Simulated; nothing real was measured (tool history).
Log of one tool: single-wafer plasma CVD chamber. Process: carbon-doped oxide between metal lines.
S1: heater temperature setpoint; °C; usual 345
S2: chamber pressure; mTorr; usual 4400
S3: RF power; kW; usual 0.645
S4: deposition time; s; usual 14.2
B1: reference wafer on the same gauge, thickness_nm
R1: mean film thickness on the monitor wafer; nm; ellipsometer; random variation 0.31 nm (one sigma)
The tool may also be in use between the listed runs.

{"run": 1, "hour": 0.0, "S1": 345, "S2": 4400, "S3": 0.645, "S4": 14.2, "B1": 104.635, "R1": 86.265}
{"run": 2, "hour": 37.6, "S1": 345, "S2": 4400, "S3": 0.645, "S4": 14.2, "B1": 104.643, "R1": 85.466}
{"run": 3, "hour": 84.0, "S1": 345, "S2": 4400, "S3": 0.645, "S4": 14.2, "B1": 104.804, "R1": 86.156}
{"run": 4, "hour": 116.4, "S1": 345, "S2": 4400, "S3": 0.645, "S4": 14.2, "B1": 104.646, "R1": 85.941}
{"run": 5, "hour": 160.3, "S1": 345, "S2": 4400, "S3": 0.59, "S4": 14.2, "B1": 104.694, "R1": 81.632}
{"run": 6, "hour": 191.6, "S1": 345, "S2": 4400, "S3": 0.59, "S4": 14.2, "B1": 104.722, "R1": 81.992}
{"run": 7, "hour": 219.9, "S1": 345, "S2": 4400, "S3": 0.74, "S4": 14.2, "B1": 104.822, "R1": 92.107}
{"run": 8, "hour": 245.0, "S1": 345, "S2": 4400, "S3": 0.74, "S4": 14.2, "B1": 104.509, "R1": 91.642}
{"run": 9, "hour": 298.3, "S1": 345, "S2": 4400, "S3": 0.74, "S4": 14.2, "B1": 104.699, "R1": 92.128}
{"run": 10, "hour": 366.2, "S1": 345, "S2": 4400, "S3": 0.595, "S4": 14.2, "B1": 104.707, "R1": 82.706}
{"run": 11, "hour": 398.3, "S1": 345, "S2": 4400, "S3": 0.595, "S4": 14.2, "B1": 104.801, "R1": 82.575}
{"run": 12, "hour": 434.2, "S1": 345, "S2": 4400, "S3": 0.595, "S4": 14.2, "B1": 104.692, "R1": 82.272}
{"hour": 436.3, "done": "gauge calibrated"}
{"hour": 491.4, "done": "RF generator calibrated"}
{"run": 13, "hour": 499.2, "S1": 345, "S2": 5050, "S3": 0.645, "S4": 14.2, "B1": 104.537, "R1": 89.899}
{"hour": 533.7, "done": "thermocouple changed; heater temperature recalibrated"}
{"run": 14, "hour": 558.3, "S1": 345, "S2": 4400, "S3": 0.645, "S4": 14.2, "B1": 104.746, "R1": 87.327}
{"hour": 585.0, "done": "showerhead replaced"}
{"run": 15, "hour": 585.5, "S1": 345, "S2": 4400, "S3": 0.595, "S4": 14.2, "B1": 104.616, "R1": 83.583}
{"run": 16, "hour": 620.2, "S1": 335, "S2": 4830, "S3": 0.76, "S4": 12.3, "B1": 104.781, "R1": 86.704}

The next listed run, before its measurement:
{"run": 17, "hour": 654.9, "S1": 345, "S2": 4400, "S3": 0.55, "S4": 11.9, "B1": "?", "R1": "?"}

{"run 17": {"B1": 104.719, "R1": 67.046}}
Without the tool's hidden state the same run would have given R1 67.736 nm.
